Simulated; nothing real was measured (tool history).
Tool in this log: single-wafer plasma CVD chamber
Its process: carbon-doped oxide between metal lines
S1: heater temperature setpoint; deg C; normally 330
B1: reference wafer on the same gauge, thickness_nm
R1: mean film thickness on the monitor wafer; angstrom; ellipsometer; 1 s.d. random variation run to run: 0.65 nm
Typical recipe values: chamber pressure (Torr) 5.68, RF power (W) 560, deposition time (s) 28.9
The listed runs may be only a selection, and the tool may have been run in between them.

{"run": 1, "hour": 0.0, "S1": 330, "chamber pressure (Torr)": 5.68, "RF power (W)": 560, "deposition time (s)": 30.1, "B1": 166.142, "R1": 1856.14}
{"run": 2, "hour": 13.3, "S1": 330, "chamber pressure (Torr)": 5.68, "RF power (W)": 560, "deposition time (s)": 28.9, "B1": 165.968, "R1": 1790.93}
{"run": 3, "hour": 24.2, "S1": 330, "chamber pressure (Torr)": 5.68, "RF power (W)": 560, "deposition time (s)": 31.5, "B1": 166.277, "R1": 1939.62}
{"run": 4, "hour": 41.9, "S1": 330, "chamber pressure (Torr)": 5.68, "RF power (W)": 530, "deposition time (s)": 25.4, "B1": 165.833, "R1": 1541.15}
{"run": 5, "hour": 53.5, "S1": 330, "chamber pressure (Torr)": 5.68, "RF power (W)": 530, "deposition time (s)": 25.4, "B1": 165.934, "R1": 1532.31}
{"hour": 68.2, "done": "capacitance manometer re-zeroed and calibrated"}
{"run": 6, "hour": 68.7, "S1": 330, "chamber pressure (Torr)": 5.68, "RF power (W)": 560, "deposition time (s)": 28.9, "B1": 166.092, "R1": 1778.97}
{"hour": 77.4, "done": "RF generator calibrated"}
{"hour": 84.9, "done": "showerhead replaced"}
{"run": 7, "hour": 85.4, "S1": 330, "chamber pressure (Torr)": 5.68, "RF power (W)": 560, "deposition time (s)": 28.9, "B1": 165.797, "R1": 1795.68}
{"run": 8, "hour": 87.5, "S1": 330, "chamber pressure (Torr)": 5.68, "RF power (W)": 560, "deposition time (s)": 28.9, "B1": 166.313, "R1": 1795.67}
{"hour": 96.3, "done": "gauge calibrated"}
{"run": 9, "hour": 99.9, "S1": 330, "chamber pressure (Torr)": 5.68, "RF power (W)": 560, "deposition time (s)": 28.9, "B1": 166.069, "R1": 1781.95}
{"run": 10, "hour": 116.1, "S1": 330, "chamber pressure (Torr)": 5.68, "RF power (W)": 560, "deposition time (s)": 28.9, "B1": 165.902, "R1": 1768.46}
{"run": 11, "hour": 131.5, "S1": 330, "chamber pressure (Torr)": 5.68, "RF power (W)": 560, "deposition time (s)": 33.3, "B1": 165.745, "R1": 2046.04}
{"run": 12, "hour": 138.6, "S1": 330, "chamber pressure (Torr)": 5.68, "RF power (W)": 560, "deposition time (s)": 28.9, "B1": 166.18, "R1": 1779.97}
{"run": 13, "hour": 149.0, "S1": 324, "chamber pressure (Torr)": 4.34, "RF power (W)": 560, "deposition time (s)": 28.9, "B1": 166.109, "R1": 1740.93}
{"run": 14, "hour": 155.6, "S1": 330, "chamber pressure (Torr)": 5.68, "RF power (W)": 560, "deposition time (s)": 32.3, "B1": 166.25, "R1": 1994.09}
{"run": 15, "hour": 164.2, "S1": 318, "chamber pressure (Torr)": 6.49, "RF power (W)": 560, "deposition time (s)": 32.9, "B1": 166.099, "R1": 2150.04}
{"run": 16, "hour": 179.3, "S1": 330, "chamber pressure (Torr)": 5.68, "RF power (W)": 560, "deposition time (s)": 28.9, "B1": 166.077, "R1": 1780.56}
{"run": 17, "hour": 187.4, "S1": 330, "chamber pressure (Torr)": 5.68, "RF power (W)": 560, "deposition time (s)": 31.5, "B1": 165.825, "R1": 1941.55}
{"run": 18, "hour": 201.8, "S1": 330, "chamber pressure (Torr)": 5.68, "RF power (W)": 560, "deposition time (s)": 31.6, "B1": 166.292, "R1": 1944.14}
{"hour": 213.4, "done": "thermocouple changed; heater temperature recalibrated"}
{"run": 19, "hour": 219.7, "S1": 330, "chamber pressure (Torr)": 5.68, "RF power (W)": 560, "deposition time (s)": 31.5, "B1": 165.987, "R1": 1931.87}
{"run": 20, "hour": 227.9, "S1": 336, "chamber pressure (Torr)": 5.68, "RF power (W)": 560, "deposition time (s)": 28.9, "B1": 166.091, "R1": 1743.38}
{"run": 21, "hour": 236.3, "S1": 330, "chamber pressure (Torr)": 6.16, "RF power (W)": 560, "deposition time (s)": 28.9, "B1": 165.93, "R1": 1796.91}
{"run": 22, "hour": 244.7, "S1": 330, "chamber pressure (Torr)": 5.68, "RF power (W)": 560, "deposition time (s)": 24.6, "B1": 165.939, "R1": 1510.83}
{"run": 23, "hour": 257.9, "S1": 320, "chamber pressure (Torr)": 5.68, "RF power (W)": 660, "deposition time (s)": 28.9, "B1": 165.968, "R1": 1987.75}
{"run": 24, "hour": 269.6, "S1": 322, "chamber pressure (Torr)": 5.68, "RF power (W)": 595, "deposition time (s)": 28.9, "B1": 165.738, "R1": 1893.47}
{"run": 25, "hour": 275.8, "S1": 330, "chamber pressure (Torr)": 5.68, "RF power (W)": 505, "deposition time (s)": 28.9, "B1": 166.021, "R1": 1704.04}
{"run": 26, "hour": 282.5, "S1": 330, "chamber pressure (Torr)": 5.68, "RF power (W)": 560, "deposition time (s)": 33.8, "B1": 166.055, "R1": 2089.09}
{"hour": 291.1, "done": "gauge calibrated"}
{"run": 27, "hour": 300.1, "S1": 322, "chamber pressure (Torr)": 5.68, "RF power (W)": 560, "deposition time (s)": 28.9, "B1": 166.104, "R1": 1849.53}
{"run": 28, "hour": 314.0, "S1": 317, "chamber pressure (Torr)": 5.68, "RF power (W)": 620, "deposition time (s)": 28.9, "B1": 165.936, "R1": 1971.78}
{"run": 29, "hour": 328.3, "S1": 340, "chamber pressure (Torr)": 6.43, "RF power (W)": 650, "deposition time (s)": 32.4, "B1": 165.792, "R1": 2076.05}

4 options for the next run, each taken on its own from the tool as it stands now. Forecast them:
{"run": "A", "hour": 328.7, "S1": 330, "chamber pressure (Torr)": 4.88, "RF power (W)": 560, "deposition time (s)": 28.9, "B1": "?", "R1": "?"}
{"run": "B", "hour": 328.7, "S1": 330, "chamber pressure (Torr)": 6.52, "RF power (W)": 560, "deposition time (s)": 25.9, "B1": "?", "R1": "?"}
{"run": "C", "hour": 328.7, "S1": 330, "chamber pressure (Torr)": 5.68, "RF power (W)": 560, "deposition time (s)": 34.1, "B1": "?", "R1": "?"}
{"run": "D", "hour": 328.7, "S1": 330, "chamber pressure (Torr)": 5.68, "RF power (W)": 610, "deposition time (s)": 30.8, "B1": "?", "R1": "?"}

run=A B1=166.141 R1=1727.58
run=B B1=166.141 R1=1614.49
run=C B1=166.141 R1=2083.82
run=D B1=166.141 R1=1952.76
Take away the tool's hidden state, keep each run's random variation, and the runs would have read:
run=A R1=1727.58
run=B R1=1614.49
run=C R1=2083.82
run=D R1=1952.76

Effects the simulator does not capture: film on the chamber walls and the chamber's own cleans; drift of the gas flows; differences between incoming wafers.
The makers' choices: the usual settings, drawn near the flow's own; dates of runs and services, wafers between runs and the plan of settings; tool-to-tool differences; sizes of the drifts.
